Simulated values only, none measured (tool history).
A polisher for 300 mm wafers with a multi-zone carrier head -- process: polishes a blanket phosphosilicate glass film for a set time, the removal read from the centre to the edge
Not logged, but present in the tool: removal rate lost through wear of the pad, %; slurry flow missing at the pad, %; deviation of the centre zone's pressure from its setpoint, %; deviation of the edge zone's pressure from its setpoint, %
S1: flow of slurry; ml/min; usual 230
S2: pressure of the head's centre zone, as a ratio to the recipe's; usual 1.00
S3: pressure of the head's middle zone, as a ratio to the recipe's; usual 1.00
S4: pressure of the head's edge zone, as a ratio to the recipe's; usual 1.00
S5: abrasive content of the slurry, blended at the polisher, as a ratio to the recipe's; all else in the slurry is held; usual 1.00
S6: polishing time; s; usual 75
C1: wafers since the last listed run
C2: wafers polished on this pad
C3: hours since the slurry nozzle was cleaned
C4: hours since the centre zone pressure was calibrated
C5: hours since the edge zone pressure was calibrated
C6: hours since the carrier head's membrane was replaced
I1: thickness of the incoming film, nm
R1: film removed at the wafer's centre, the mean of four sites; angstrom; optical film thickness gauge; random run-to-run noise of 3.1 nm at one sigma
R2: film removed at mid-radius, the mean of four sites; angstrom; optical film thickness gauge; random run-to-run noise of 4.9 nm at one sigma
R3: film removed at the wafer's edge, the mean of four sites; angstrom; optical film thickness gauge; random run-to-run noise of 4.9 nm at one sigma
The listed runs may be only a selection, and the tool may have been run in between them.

Run 1, hour 0.0: usual settings but S4 0.93, S5 0.80; C1 0; C2 2057; C3 389.1; C4 28.8; C5 670.8; C6 1030.1; I1 4127.2. Result: R1 4540 angstrom, R2 4513 angstrom, R3 4474 angstrom.
At hour 38.7: worn pad replaced by a new one.
Run 2, hour 103.0: usual settings but S4 0.95; C1 482; C2 313; C3 492.1; C4 131.8; C5 773.8; C6 1133.1; I1 4145.9. Result: R1 4922 angstrom, R2 4834 angstrom, R3 4931 angstrom.
Run 3, hour 278.0: usual settings but S4 0.95; C1 853; C2 1167; C3 667.1; C4 306.8; C5 948.8; C6 1308.1; I1 4247.3. Result: R1 4782 angstrom, R2 4829 angstrom, R3 4869 angstrom.
Run 4, hour 335.1: usual settings but S4 0.95; C1 278; C2 1445; C3 724.2; C4 363.9; C5 1005.9; C6 1365.2; I1 4145.3. Result: R1 4777 angstrom, R2 4809 angstrom, R3 4935 angstrom.
Run 5, hour 420.0: usual settings but S1 185 ml/min; C1 414; C2 1859; C3 809.1; C4 448.8; C5 1090.8; C6 1450.1; I1 4109.3. Result: R1 4602 angstrom, R2 4596 angstrom, R3 4904 angstrom.
At hour 441.9: slurry nozzle cleaned.
At hour 447.3: centre zone pressure recalibrated.
Run 6, hour 478.7: usual settings but S3 1.04, S4 0.93, S5 1.20; C1 271; C2 2131; C3 36.8; C4 31.4; C5 1149.5; C6 1508.8; I1 4164.5. Result: R1 5213 angstrom, R2 5329 angstrom, R3 5163 angstrom.
At hour 512.9: worn pad replaced by a new one.
Run 7, hour 543.4: usual settings but S2 1.04, S6 98 s; C1 296; C2 148; C3 101.5; C4 96.1; C5 1214.2; C6 1573.5; I1 4192.2. Result: R1 6706 angstrom, R2 6179 angstrom, R3 6614 angstrom.
Run 8, hour 586.4: usual settings but S3 0.89, S4 0.90; C1 209; C2 358; C3 144.5; C4 139.1; C5 1257.2; C6 1616.5; I1 4188.3. Result: R1 4871 angstrom, R2 4310 angstrom, R3 4762 angstrom.
At hour 627.2: carrier head's membrane replaced by a new one.
Run 9, hour 629.9: usual settings but S4 0.93, S5 0.80; C1 187; C2 546; C3 188.0; C4 182.6; C5 1300.7; C6 2.7; I1 4183.6. Result: R1 4537 angstrom, R2 4479 angstrom, R3 4474 angstrom.
Run 10, hour 704.8: usual settings; C1 365; C2 911; C3 262.9; C4 257.5; C5 1375.6; C6 77.6; I1 4134.1. Result: R1 4848 angstrom, R2 4789 angstrom, R3 5005 angstrom.
Run 11, hour 778.6: usual settings; C1 359; C2 1271; C3 336.7; C4 331.3; C5 1449.4; C6 151.4; I1 4176.3. Result: R1 4799 angstrom, R2 4832 angstrom, R3 5066 angstrom.
At hour 805.8: edge zone pressure recalibrated.
At hour 884.5: centre zone pressure recalibrated.
Run 12, hour 885.2: usual settings but S2 1.09, S3 0.95, S5 0.90, S6 86 s; C1 500; C2 1771; C3 443.3; C4 0.7; C5 79.4; C6 258.0; I1 4094.9. Result: R1 5820 angstrom, R2 5012 angstrom, R3 5548 angstrom.
Run 13, hour 969.6: usual settings but S2 1.04; C1 411; C2 2183; C3 527.7; C4 85.1; C5 163.8; C6 342.4; I1 4240.1. Result: R1 4981 angstrom, R2 4857 angstrom, R3 5055 angstrom.
At hour 1030.6: worn pad replaced by a new one.
Run 14, hour 1033.5: usual settings but S5 0.75; C1 292; C2 13; C3 591.6; C4 149.0; C5 227.7; C6 406.3; I1 4133.6. Result: R1 4363 angstrom, R2 4321 angstrom, R3 4568 angstrom.
Run 15, hour 1112.6: usual settings but S2 1.08, S6 51 s; C1 385; C2 399; C3 670.7; C4 228.1; C5 306.8; C6 485.4; I1 4156.4. Result: R1 3489 angstrom, R2 3278 angstrom, R3 3439 angstrom.
At hour 1331.1: centre zone pressure recalibrated.
Run 16, hour 1379.5: usual settings but S3 0.90; C1 1292; C2 1691; C3 937.6; C4 48.4; C5 573.7; C6 752.3; I1 4167.6. Result: R1 4888 angstrom, R2 4394 angstrom, R3 5003 angstrom.
Run 17, hour 1427.5: usual settings but S4 0.89; C1 234; C2 1925; C3 985.6; C4 96.4; C5 621.7; C6 800.3; I1 4239.9. Result: R1 4904 angstrom, R2 4806 angstrom, R3 4779 angstrom.
At hour 1437.5: worn pad replaced by a new one.
At hour 1457.8: slurry nozzle cleaned.
Run 18, hour 1500.6: usual settings but S1 180 ml/min, S4 1.06; C1 332; C2 302; C3 42.8; C4 169.5; C5 694.8; C6 873.4; I1 4208.7. Result: R1 4740 angstrom, R2 4649 angstrom, R3 5078 angstrom.
Run 19, hour 1559.6: usual settings; C1 287; C2 590; C3 101.8; C4 228.5; C5 753.8; C6 932.4; I1 4209.5. Result: R1 4815 angstrom, R2 4764 angstrom, R3 5100 angstrom.
Run 20, hour 1647.2: usual settings but S1 180 ml/min, S2 1.12, S3 1.08, S5 1.25; C1 427; C2 1018; C3 189.4; C4 316.1; C5 841.4; C6 1020.0; I1 4114.3. Result: R1 5429 angstrom, R2 5396 angstrom, R3 5161 angstrom.

Each row is a separate what-if for the run after 20, all from the same tool condition, not one after another. Results?
Run A, hour 1647.7: usual settings but S1 150 ml/min; C1 2; C2 1020; C3 189.9; C4 316.6; C5 841.9; C6 1020.5; I1 4151.5. Result: R1 ?, R2 ?, R3 ?.
Run B, hour 1647.7: usual settings but S1 285 ml/min, S4 0.89, S5 1.20; C1 2; C2 1020; C3 189.9; C4 316.6; C5 841.9; C6 1020.5; I1 4151.5. Result: R1 ?, R2 ?, R3 ?.
Run C, hour 1647.7: usual settings but S2 1.06, S4 0.91, S5 0.85, S6 68 s; C1 2; C2 1020; C3 189.9; C4 316.6; C5 841.9; C6 1020.5; I1 4151.5. Result: R1 ?, R2 ?, R3 ?.
Run D, hour 1647.7: usual settings but S3 1.08, S6 90 s; C1 2; C2 1020; C3 189.9; C4 316.6; C5 841.9; C6 1020.5; I1 4151.5. Result: R1 ?, R2 ?, R3 ?.
Run E, hour 1647.7: usual settings but S2 1.06, S3 1.07, S4 0.92, S6 101 s; C1 2; C2 1020; C3 189.9; C4 316.6; C5 841.9; C6 1020.5; I1 4151.5. Result: R1 ?, R2 ?, R3 ?.

run    R1    R2    R3
  A  4446  4453  4782
  B  5206  5162  5175
  C  4275  4057  4127
  D  5724  6070  6001
  E  6726  6757  6512
Stripped of hidden state, with their random variation kept, the same runs would have yielded:
run    R1    R2    R3
  A  4563  4453  4782
  B  5342  5161  5175
  C  4387  4057  4127
  D  5874  6069  6001
  E  6902  6756  6512
